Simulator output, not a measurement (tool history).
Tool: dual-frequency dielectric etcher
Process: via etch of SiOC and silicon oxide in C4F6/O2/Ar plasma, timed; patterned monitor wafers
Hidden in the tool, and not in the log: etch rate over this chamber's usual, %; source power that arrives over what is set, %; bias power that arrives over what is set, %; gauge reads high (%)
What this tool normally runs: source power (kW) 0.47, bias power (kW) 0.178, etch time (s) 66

run,day,source power (kW),bias power (kW),etch time (s),wafers since the last listed run,hours since the last wet clean,hours since the last source power generator calibration,hours since the last bias power generator calibration,hours since the last upper electrode change,hours since the gauge calibration,"read-back reference wafer on the same gauge, depth_nm",mean etch depth across the wafer (nm)
1,0,0.47,0.178,66,0,316.3,3853.9,1708.5,3241.5,997.3,92.9,80.7
2,0.796,0.47,0.148,66,207,335.4,3873,1727.6,3260.6,1016.4,93,76.2
3,1.383,0.47,0.148,66,153,349.5,3887.1,1741.7,3274.7,1030.5,92.8,77
4,2.6,0.47,0.2,66,317,378.7,3916.3,1770.9,3303.9,1059.7,93.1,82.8
# day 4.088: wet clean of the chamber
# day 4.367: source power generator calibrated
5,5.554,0.47,0.2,66,466,35.2,28.5,1841.8,3374.8,1130.6,92.9,83.2
6,6.483,0.47,0.178,66,242,57.5,50.8,1864.1,3397.1,1152.9,93.1,80.2
7,7.438,0.47,0.178,66,248,80.4,73.7,1887,3420,1175.8,93,81
8,8.183,0.47,0.178,66,194,98.3,91.6,1904.9,3437.9,1193.7,92.6,79.9
9,8.946,0.47,0.162,66,198,116.6,109.9,1923.2,3456.2,1212,92.9,78
10,9.962,0.47,0.162,66,265,141,134.3,1947.6,3480.6,1236.4,93,77.5
# day 10.125: gauge calibrated
11,10.879,0.47,0.178,66,239,163,156.3,1969.6,3502.6,18.1,97.1,83.8
12,11.983,0.47,0.178,66,287,189.5,182.8,1996.1,3529.1,44.6,96.7,83.6
13,13.238,0.41,0.178,80.5,327,219.6,212.9,2026.2,3559.2,74.7,96.5,97.6
14,15.104,0.47,0.178,66,486,264.4,257.7,2071,3604,119.5,96.1,83.9
15,16.542,0.52,0.141,81.5,374,298.9,292.2,2105.5,3638.5,154,95.5,97.9
# day 17.812: upper electrode replaced
16,17.904,0.47,0.178,66,94,331.6,324.9,2138.2,2.2,186.7,95.6,82.2
17,18.45,0.56,0.16,85.5,142,344.7,338,2151.3,15.3,199.8,95.3,110
# day 19.9: bias power generator calibrated
# day 20.167: wet clean of the chamber
18,20.188,0.37,0.203,51,341,0.5,379.7,6.9,57,241.5,95.2,60.8
19,20.729,0.43,0.178,72,141,13.5,392.7,19.9,70,254.5,95,85.9
20,21.383,0.47,0.178,66,170,29.2,408.4,35.6,85.7,270.2,94.5,82.7
21,22.275,0.38,0.135,66,232,50.6,429.8,57,107.1,291.6,94.8,70.2
22,22.829,0.5,0.142,59.5,144,63.9,443.1,70.3,120.4,304.9,94.6,70.5
23,23.592,0.55,0.221,55,198,82.2,461.4,88.6,138.7,323.2,94.6,76.9
24,24.096,0.47,0.148,66,131,94.3,473.5,100.7,150.8,335.3,94.5,78.4
25,25.312,0.38,0.147,47,317,123.5,502.7,129.9,180,364.5,94.4,51
26,25.958,0.47,0.152,72.5,168,139,518.2,145.4,195.5,380,94.4,85.7
27,27.067,0.37,0.207,48.5,289,165.6,544.8,172,222.1,406.6,94.4,57.5
28,28.079,0.47,0.178,66,264,189.9,569.1,196.3,246.4,430.9,94,81.6
29,28.892,0.57,0.178,66,211,209.4,588.6,215.8,265.9,450.4,93.8,86.6

Consider 5 possible next runs. They are alternatives, not a sequence: every one starts from the tool as it was left by run 29. What does each give?
A,28.908,0.47,0.178,66,4,209.8,589,216.2,266.3,450.8,?,?
B,28.908,0.56,0.147,84.5,4,209.8,589,216.2,266.3,450.8,?,?
C,28.908,0.47,0.198,81.5,4,209.8,589,216.2,266.3,450.8,?,?
D,28.908,0.36,0.178,82,4,209.8,589,216.2,266.3,450.8,?,?
E,28.908,0.52,0.178,80,4,209.8,589,216.2,266.3,450.8,?,?

run,"read-back reference wafer on the same gauge, depth_nm",mean etch depth across the wafer (nm)
A,93.9,80.4
B,93.9,103.6
C,93.9,102.5
D,93.9,91.2
E,93.9,100.9
Take away the tool's hidden state, keep each run's random variation, and the runs would have read:
run,mean etch depth across the wafer (nm)
A,82.9
B,106.8
C,105.7
D,94
E,104.1
